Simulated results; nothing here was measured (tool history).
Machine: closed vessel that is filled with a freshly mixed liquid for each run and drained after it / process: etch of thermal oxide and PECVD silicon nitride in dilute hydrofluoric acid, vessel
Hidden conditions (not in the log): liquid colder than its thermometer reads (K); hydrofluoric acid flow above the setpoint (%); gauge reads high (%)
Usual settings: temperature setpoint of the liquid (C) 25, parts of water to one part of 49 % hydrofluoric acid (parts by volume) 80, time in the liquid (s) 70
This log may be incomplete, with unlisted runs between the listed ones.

run,hour,temperature setpoint of the liquid (C),parts of water to one part of 49 % hydrofluoric acid (parts by volume),time in the liquid (s),wafers since the last listed run,hours since the thermometer was replaced,hours since the hydrofluoric acid flow meter was replaced,hours since the gauge calibration,"read-back film thickness of the thermal oxide reference wafer, read on the same gauge (nm)","read-back film thickness of the PECVD silicon nitride reference wafer, read on the same gauge (nm)",thickness taken off the thermal oxide on a monitor wafer (angstrom),thickness taken off the PECVD silicon nitride on a monitor wafer (angstrom)
1,0,25,80,70,0,1998.2,1333.3,414.1,70.018,140.003,47.49,26.72
# hour 8.7: thermometer replaced
2,26.3,25,80,70,3415,17.6,1359.6,440.4,69.952,139.992,51.34,31.92
3,42.2,25,80,70,2146,33.5,1375.5,456.3,69.999,140.015,51.48,31.78
4,71.8,25,80,70,3995,63.1,1405.1,485.9,70.012,139.965,51.42,31.35
# hour 91: hydrofluoric acid flow meter replaced
5,94.8,25,80,70,2969,86.1,3.8,508.9,70.006,139.996,51.07,31.85
6,118.3,25,80,70,3172,109.6,27.3,532.4,69.98,140.014,51.14,31.66
7,149.1,27,80,70,4157,140.4,58.1,563.2,69.973,140.027,55.76,35.94
8,164.9,25,80,70,2132,156.2,73.9,579,70.013,140.009,51.15,31.91
9,187.7,25,80,70,3077,179,96.7,601.8,69.941,139.982,51.08,31.89
10,209.9,25,80,70,2996,201.2,118.9,624,69.991,139.986,51.33,30.81
# hour 224.2: gauge calibrated
11,235.6,22.5,50,70,3469,226.9,144.6,11.4,70.007,140.005,76.99,42.48
12,249.4,27.5,45,55,1862,240.7,158.4,25.2,69.966,140.015,82.78,51.29
13,262,25,115,45,1700,253.3,171,37.8,70.003,140,21.73,14.05
14,280.6,25,80,70,2510,271.9,189.6,56.4,69.948,139.972,51.01,30.93
15,302.7,25,80,45,2983,294,211.7,78.5,69.998,140.019,32.92,19.98
16,327.7,23,65,110,3374,319,236.7,103.5,70.002,139.995,92.88,52.32
17,348.4,27.5,80,85,2794,339.7,257.4,124.2,69.971,139.981,68.29,44.57
18,374.9,29,45,110,3576,366.2,283.9,150.7,69.953,140.004,174.43,111.35
19,402.7,25,80,35,3752,394,311.7,178.5,70.011,140.028,25.26,15.29
20,417.8,25,45,35,2038,409.1,326.8,193.6,70.021,140.025,47.57,27.28
21,437.2,25,80,70,2618,428.5,346.2,213,69.973,139.987,51.2,31.08
22,472.2,25,80,70,4724,463.5,381.2,248,70.019,139.998,50.51,30.77
23,498.6,25,80,70,3563,489.9,407.6,274.4,70.038,139.976,50.04,30.36
24,511.9,26.5,80,40,1795,503.2,420.9,287.7,70.01,140.015,30.15,19.45
25,524.5,27.5,50,70,1700,515.8,433.5,300.3,69.993,139.991,93.09,58.47

Alternative continuations, all from the tool just after run 25; predict every row:
A,525.2,25,80,70,94,516.5,434.2,301,?,?,?,?
B,525.2,23,80,55,94,516.5,434.2,301,?,?,?,?
C,525.2,25,115,95,94,516.5,434.2,301,?,?,?,?
D,525.2,25,95,70,94,516.5,434.2,301,?,?,?,?

run,"read-back film thickness of the thermal oxide reference wafer, read on the same gauge (nm)","read-back film thickness of the PECVD silicon nitride reference wafer, read on the same gauge (nm)",thickness taken off the thermal oxide on a monitor wafer (angstrom),thickness taken off the PECVD silicon nitride on a monitor wafer (angstrom)
A,69.94,140.005,50.73,29.97
B,69.94,140.005,36.76,20.6
C,69.94,140.005,45.87,28.43
D,69.94,140.005,41.92,25.3
Without the tool's hidden state the same runs would have given:
run,thickness taken off the thermal oxide on a monitor wafer (angstrom),thickness taken off the PECVD silicon nitride on a monitor wafer (angstrom)
A,52.57,31.79
B,38.11,21.87
C,47.48,30.12
D,43.43,26.82

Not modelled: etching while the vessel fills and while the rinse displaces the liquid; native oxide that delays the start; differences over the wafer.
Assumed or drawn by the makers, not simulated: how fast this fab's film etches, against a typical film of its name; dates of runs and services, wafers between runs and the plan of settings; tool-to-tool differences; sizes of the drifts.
